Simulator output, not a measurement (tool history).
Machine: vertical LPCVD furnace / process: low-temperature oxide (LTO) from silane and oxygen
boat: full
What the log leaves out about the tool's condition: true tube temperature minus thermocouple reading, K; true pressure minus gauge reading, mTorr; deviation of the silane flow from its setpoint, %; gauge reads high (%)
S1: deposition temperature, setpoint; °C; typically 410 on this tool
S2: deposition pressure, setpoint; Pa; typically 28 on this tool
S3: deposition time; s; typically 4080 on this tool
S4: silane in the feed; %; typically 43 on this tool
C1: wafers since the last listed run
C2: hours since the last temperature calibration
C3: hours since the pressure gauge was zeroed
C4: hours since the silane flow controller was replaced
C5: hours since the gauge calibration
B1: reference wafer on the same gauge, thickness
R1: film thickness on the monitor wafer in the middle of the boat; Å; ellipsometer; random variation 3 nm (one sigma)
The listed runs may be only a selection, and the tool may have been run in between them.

run    hour   S1    S2    S3  S4    C1      C2      C3      C4      C5      B1       R1
  1       0  410    28  4080  47     0  3962.4  3162.3  5764.4  1115.1  679.54   8758.4
  2    56.5  410    28  4080  47   695  4018.9  3218.8  5820.9  1171.6  678.35   8716.5
  3     127  410    28  4080  39   867  4089.4  3289.3  5891.4  1242.1  679.85     7214
  4   186.3  410  24.7  4080  43   729  4148.7  3348.6  5950.7  1301.4  678.99   7047.1
      247.6  -- silane flow controller replaced
  5   248.1  410    28  4080  43   465  4210.5  3410.4     0.5  1363.2  679.36   8035.3
  6   341.3  410    28  4080  43  1146  4303.7  3503.6    93.7  1456.4  679.16   8070.5
  7   370.5  410    28  4080  43   359  4332.9  3532.8   122.9  1485.6  678.26   8055.4
      406.7  -- pressure gauge zeroed
  8   431.5  410    28  4080  43   455  4393.9    24.8   183.9  1546.6  679.07   8032.8
      469.9  -- thermocouples replaced and temperature profile calibrated
  9   470.4  410    28  4080  43   183     0.5    63.7   222.8  1585.5   679.5   7744.9
 10     646  410    28  4080  43  2160   176.1   239.3   398.4  1761.1  678.89   7700.4
 11   679.2  410    28  4080  43   408   209.3   272.5   431.6  1794.3  678.63   7698.4
 12   732.1  410    28  4080  43   650   262.2   325.4   484.5  1847.2  679.86   7710.3
 13   777.2  410    28  4080  43   554   307.3   370.5   529.6  1892.3   678.6   7723.7
 14   849.2  410    28  4080  38   885   379.3   442.5   601.6  1964.3  679.25   6703.4
 15   896.9  410    28  4080  43   586     427   490.2   649.3    2012  678.67   7648.3
 16   924.2  410    28  4080  43   335   454.3   517.5   676.6  2039.3  678.37   7728.4
 17   961.4  410    28  4080  43   457   491.5   554.7   713.8  2076.5  679.41   7703.9
 18   993.4  410    28  4080  43   393   523.5   586.7   745.8  2108.5  678.84   7702.4
 19  1041.4  410  30.7  5220  43   590   571.5   634.7   793.8  2156.5  679.27  10752.1
       1046  -- gauge calibrated
 20  1091.8  410    28  4080  43   620   621.9   685.1   844.2    45.8  678.86   7716.1
 21  1152.5  410    28  4830  35   746   682.6   745.8   904.9   106.5  679.31   7200.4
 22  1221.5  418  33.3  4830  37   848   751.6   814.8   973.9   175.5   678.5  10047.6
 23  1247.5  402    28  4500  39   319   777.6   840.8   999.9   201.5   679.7   6987.7
 24  1299.8  420    32  3240  47   643   829.9   893.1  1052.2   253.8  678.93   8491.9
 25  1340.2  410    28  3180  43   497   870.3   933.5  1092.6   294.2   679.8   6053.1
 26  1377.6  410    28  4080  43   460   907.7   970.9    1130   331.6  679.29     7793
 27    1430  421    28  2850  43   644   960.1  1023.3  1182.4     384  678.77   6068.5
 28  1470.4  415  25.3  4860  38   497  1000.5  1063.7  1222.8   424.4   679.1   7698.5
 29  1538.6  410  30.7  4080  43   839  1068.7  1131.9    1291   492.6  678.99   8511.4
 30  1571.1  416    34  5310  43   399  1101.2  1164.4  1323.5   525.1  678.61  13066.4
 31  1626.8  410    26  3390  43   685  1156.9  1220.1  1379.2   580.8  678.24   6039.7

Consider 4 possible next runs. They are alternatives, not a sequence: every one starts from the tool as it was left by run 31. What does each give?
  A  1631.7  410  28  4080  43  60  1161.8  1225  1384.1  585.7   ?   ?
  B  1631.7  410  28  4080  40  60  1161.8  1225  1384.1  585.7   ?   ?
  C  1631.7  410  28  4830  38  60  1161.8  1225  1384.1  585.7   ?   ?
  D  1631.7  410  28  4080  48  60  1161.8  1225  1384.1  585.7   ?   ?

run     B1      R1
  A  678.8  7779.9
  B  678.8  7183.2
  C  678.8  8002.7
  D  678.8  8648.2
What these runs would have given with no unlogged condition in the tool:
run      R1
  A  7669.9
  B  7079.2
  C  7885.1
  D  8530.7
